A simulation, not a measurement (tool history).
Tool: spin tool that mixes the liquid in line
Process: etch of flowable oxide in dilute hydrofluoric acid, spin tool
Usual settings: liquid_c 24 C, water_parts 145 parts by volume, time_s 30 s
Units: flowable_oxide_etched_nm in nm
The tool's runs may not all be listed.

run   hour  liquid_c  water_parts  time_s  read-back film thickness of the flowable oxide reference wafer, read on the same gauge (nm)  flowable_oxide_etched_nm
  1    0.0        24          145      30                                                                                        90.01                      9.57
  2   12.9        24          145      30                                                                                        90.02                      9.49
  3   41.1        24          145      30                                                                                        90.02                      9.45
  4   69.7        24          145      30                                                                                        90.02                      9.46
  5   84.5        24          145      30                                                                                        89.99                      9.46
  6  116.9        24          145      30                                                                                        90.01                      9.46
  7  140.3        24          145      30                                                                                        89.97                      9.52
  8  153.5        24          145      20                                                                                        90.01                      6.27
  9  169.3        24          145      20                                                                                        90.00                      6.30
     175.9  -- gauge calibrated
 10  201.4        24          105      15                                                                                        90.01                      6.79
 11  220.0        24          145      30                                                                                        89.99                      9.40
 12  232.2        29          180      40                                                                                        90.01                     11.62

The next listed run, before its measurement:
     235.9  -- hydrofluoric acid flow meter replaced
 13  315.5        24          145      30                                                                                            ?                         ?

{"run 13": {"read-back film thickness of the flowable oxide reference wafer, read on the same gauge (nm)": 89.99, "flowable_oxide_etched_nm": 9.32}}
Without the tool's hidden state the same run would have given flowable_oxide_etched_nm 10.09 nm.
